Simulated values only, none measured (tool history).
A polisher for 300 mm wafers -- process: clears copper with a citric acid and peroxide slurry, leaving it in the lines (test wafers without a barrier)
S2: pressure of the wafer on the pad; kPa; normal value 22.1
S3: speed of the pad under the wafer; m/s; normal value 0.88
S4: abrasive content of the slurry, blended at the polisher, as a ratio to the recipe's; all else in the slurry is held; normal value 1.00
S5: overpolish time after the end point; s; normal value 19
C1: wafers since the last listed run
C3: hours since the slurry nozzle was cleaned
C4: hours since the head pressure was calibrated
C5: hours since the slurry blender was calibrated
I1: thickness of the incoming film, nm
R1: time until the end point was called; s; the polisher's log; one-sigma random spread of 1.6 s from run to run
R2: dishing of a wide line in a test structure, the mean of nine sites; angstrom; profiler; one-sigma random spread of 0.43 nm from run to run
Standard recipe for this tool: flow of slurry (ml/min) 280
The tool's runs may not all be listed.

Run 1, day 0.000: usual settings but S3 1.10 m/s; C1 0; wafers polished on this pad 3236; C3 108.4; C4 28.4; C5 394.9; I1 210.4. Result: R1 69.7 s, R2 387 angstrom.
Run 2, day 3.162: usual settings but S3 1.10 m/s; C1 478; wafers polished on this pad 3715; C3 184.3; C4 104.3; C5 470.8; I1 208.7. Result: R1 70.8 s, R2 379 angstrom.
Run 3, day 6.338: usual settings but S3 1.10 m/s; C1 480; wafers polished on this pad 4195; C3 260.5; C4 180.5; C5 547.0; I1 210.9. Result: R1 69.8 s, R2 383 angstrom.
At day 6.612: worn pad replaced by a new one.
Run 4, day 9.196: usual settings; C1 407; wafers polished on this pad 390; C3 329.1; C4 249.1; C5 615.6; I1 211.7. Result: R1 83.1 s, R2 328 angstrom.
At day 10.017: slurry blender recalibrated.
Run 5, day 12.662: usual settings but flow of slurry (ml/min) 215, S5 25 s; C1 511; wafers polished on this pad 902; C3 412.3; C4 332.3; C5 63.5; I1 213.8. Result: R1 89.5 s, R2 387 angstrom.
Run 6, day 14.425: usual settings but S2 15.2 kPa, S3 1.16 m/s, S4 1.30, S5 23 s; C1 266; wafers polished on this pad 1169; C3 454.6; C4 374.6; C5 105.8; I1 209.5. Result: R1 95.9 s, R2 343 angstrom.
Run 7, day 16.608: usual settings but flow of slurry (ml/min) 380, S2 19.3 kPa; C1 330; wafers polished on this pad 1499; C3 507.0; C4 427.0; C5 158.2; I1 211.9. Result: R1 96.9 s, R2 280 angstrom.
Run 8, day 19.267: usual settings; C1 402; wafers polished on this pad 1901; C3 570.8; C4 490.8; C5 222.0; I1 210.4. Result: R1 89.2 s, R2 317 angstrom.
At day 20.454: slurry nozzle cleaned.
Run 9, day 28.125: usual settings but S2 15.2 kPa, S3 1.02 m/s, S4 0.75, S5 14 s; C1 1333; wafers polished on this pad 3235; C3 184.1; C4 703.4; C5 434.6; I1 207.7. Result: R1 123.1 s, R2 165 angstrom.
Run 10, day 32.146: usual settings but flow of slurry (ml/min) 320, S2 26.2 kPa; C1 608; wafers polished on this pad 3843; C3 280.6; C4 799.9; C5 531.1; I1 213.4. Result: R1 80.5 s, R2 343 angstrom.
At day 32.733: head pressure recalibrated.
At day 33.925: worn pad replaced by a new one.
Run 11, day 35.508: usual settings but S3 0.68 m/s; C1 470; wafers polished on this pad 239; C3 361.3; C4 66.6; C5 611.8; I1 207.6. Result: R1 96.7 s, R2 271 angstrom.
At day 38.075: slurry blender recalibrated.
Run 12, day 39.971: usual settings; C1 662; wafers polished on this pad 901; C3 468.4; C4 173.7; C5 45.5; I1 209.3. Result: R1 82.7 s, R2 331 angstrom.
Run 13, day 43.546: usual settings but S3 0.60 m/s; C1 540; wafers polished on this pad 1442; C3 554.2; C4 259.5; C5 131.3; I1 212.5. Result: R1 114.1 s, R2 245 angstrom.
Run 14, day 45.438: usual settings but flow of slurry (ml/min) 195, S2 19.3 kPa, S5 23 s; C1 286; wafers polished on this pad 1728; C3 599.6; C4 304.9; C5 176.7; I1 208.1. Result: R1 100.8 s, R2 325 angstrom.
Run 15, day 46.946: usual settings but flow of slurry (ml/min) 340, S2 15.9 kPa; C1 228; wafers polished on this pad 1956; C3 635.8; C4 341.1; C5 212.9; I1 212.6. Result: R1 116.6 s, R2 242 angstrom.
Run 16, day 49.171: usual settings but flow of slurry (ml/min) 180, S3 1.00 m/s, S4 1.30, S5 9 s; C1 336; wafers polished on this pad 2293; C3 689.2; C4 394.5; C5 266.3; I1 211.0. Result: R1 80.7 s, R2 172 angstrom.
At day 49.246: slurry nozzle cleaned.
Run 17, day 51.042: usual settings; C1 276; wafers polished on this pad 2570; C3 43.1; C4 439.4; C5 311.2; I1 209.0. Result: R1 87.7 s, R2 322 angstrom.
Run 18, day 53.492: usual settings but flow of slurry (ml/min) 225, S4 1.25; C1 370; wafers polished on this pad 2940; C3 101.9; C4 498.2; C5 370.0; I1 213.0. Result: R1 87.0 s, R2 304 angstrom.
Run 19, day 57.267: usual settings but S5 11 s; C1 571; wafers polished on this pad 3511; C3 192.5; C4 588.8; C5 460.6; I1 209.2. Result: R1 88.6 s, R2 182 angstrom.
Run 20, day 58.825: usual settings; C1 235; wafers polished on this pad 3747; C3 229.9; C4 626.2; C5 498.0; I1 210.2. Result: R1 89.1 s, R2 300 angstrom.
At day 60.517: worn pad replaced by a new one.
Run 21, day 62.504: usual settings but S3 1.08 m/s, S5 10 s; C1 531; wafers polished on this pad 300; C3 318.2; C4 714.5; C5 586.3; I1 211.9. Result: R1 75.3 s, R2 191 angstrom.
At day 64.108: head pressure recalibrated.
Run 22, day 64.438: usual settings but S4 1.30, S5 24 s; C1 279; wafers polished on this pad 580; C3 364.6; C4 7.9; C5 632.7; I1 213.9. Result: R1 79.0 s, R2 426 angstrom.
Run 23, day 67.038: usual settings but S4 1.10, S5 9 s; C1 393; wafers polished on this pad 974; C3 427.0; C4 70.3; C5 695.1; I1 209.1. Result: R1 77.2 s, R2 169 angstrom.
At day 67.283: slurry blender recalibrated.
Run 24, day 71.346: usual settings but flow of slurry (ml/min) 340, S2 15.9 kPa; C1 639; wafers polished on this pad 1613; C3 530.4; C4 173.7; C5 97.5; I1 205.5. Result: R1 107.9 s, R2 253 angstrom.
At day 75.412: slurry nozzle cleaned.
Run 25, day 75.662: usual settings but flow of slurry (ml/min) 340, S2 24.1 kPa, S3 0.78 m/s, S5 13 s; C1 646; wafers polished on this pad 2259; C3 6.0; C4 277.3; C5 201.1; I1 209.7. Result: R1 83.0 s, R2 232 angstrom.
Run 26, day 77.458: usual settings; C1 271; wafers polished on this pad 2531; C3 49.1; C4 320.4; C5 244.2; I1 207.2. Result: R1 84.6 s, R2 320 angstrom.
Run 27, day 80.675: usual settings but S3 1.08 m/s, S5 26 s; C1 486; wafers polished on this pad 3018; C3 126.3; C4 397.6; C5 321.4; I1 212.1. Result: R1 68.3 s, R2 494 angstrom.

Branching from run 27: 5 alternative next runs. What would each branch give?
Run A, day 80.696: usual settings but flow of slurry (ml/min) 320; C1 3; wafers polished on this pad 3021; C3 126.8; C4 398.1; C5 321.9; I1 211.0. Result: R1 ?, R2 ?.
Run B, day 80.696: usual settings but flow of slurry (ml/min) 245, S3 0.70 m/s; C1 3; wafers polished on this pad 3021; C3 126.8; C4 398.1; C5 321.9; I1 211.0. Result: R1 ?, R2 ?.
Run C, day 80.696: usual settings but flow of slurry (ml/min) 250, S2 19.3 kPa; C1 3; wafers polished on this pad 3021; C3 126.8; C4 398.1; C5 321.9; I1 211.0. Result: R1 ?, R2 ?.
Run D, day 80.696: usual settings but S2 25.5 kPa, S3 1.16 m/s, S4 0.80, S5 8 s; C1 3; wafers polished on this pad 3021; C3 126.8; C4 398.1; C5 321.9; I1 211.0. Result: R1 ?, R2 ?.
Run E, day 80.696: usual settings but flow of slurry (ml/min) 255, S2 26.2 kPa, S3 0.80 m/s, S4 1.10; C1 3; wafers polished on this pad 3021; C3 126.8; C4 398.1; C5 321.9; I1 211.0. Result: R1 ?, R2 ?.

run     R1   R2
  A   83.5  331
  B  102.9  274
  C   97.5  287
  D   60.2  202
  E   76.9  359
Without the tool's unlogged condition, the same runs would have read:
run     R1   R2
  A   83.7  331
  B  103.2  273
  C   97.7  286
  D   60.3  202
  E   77.1  358

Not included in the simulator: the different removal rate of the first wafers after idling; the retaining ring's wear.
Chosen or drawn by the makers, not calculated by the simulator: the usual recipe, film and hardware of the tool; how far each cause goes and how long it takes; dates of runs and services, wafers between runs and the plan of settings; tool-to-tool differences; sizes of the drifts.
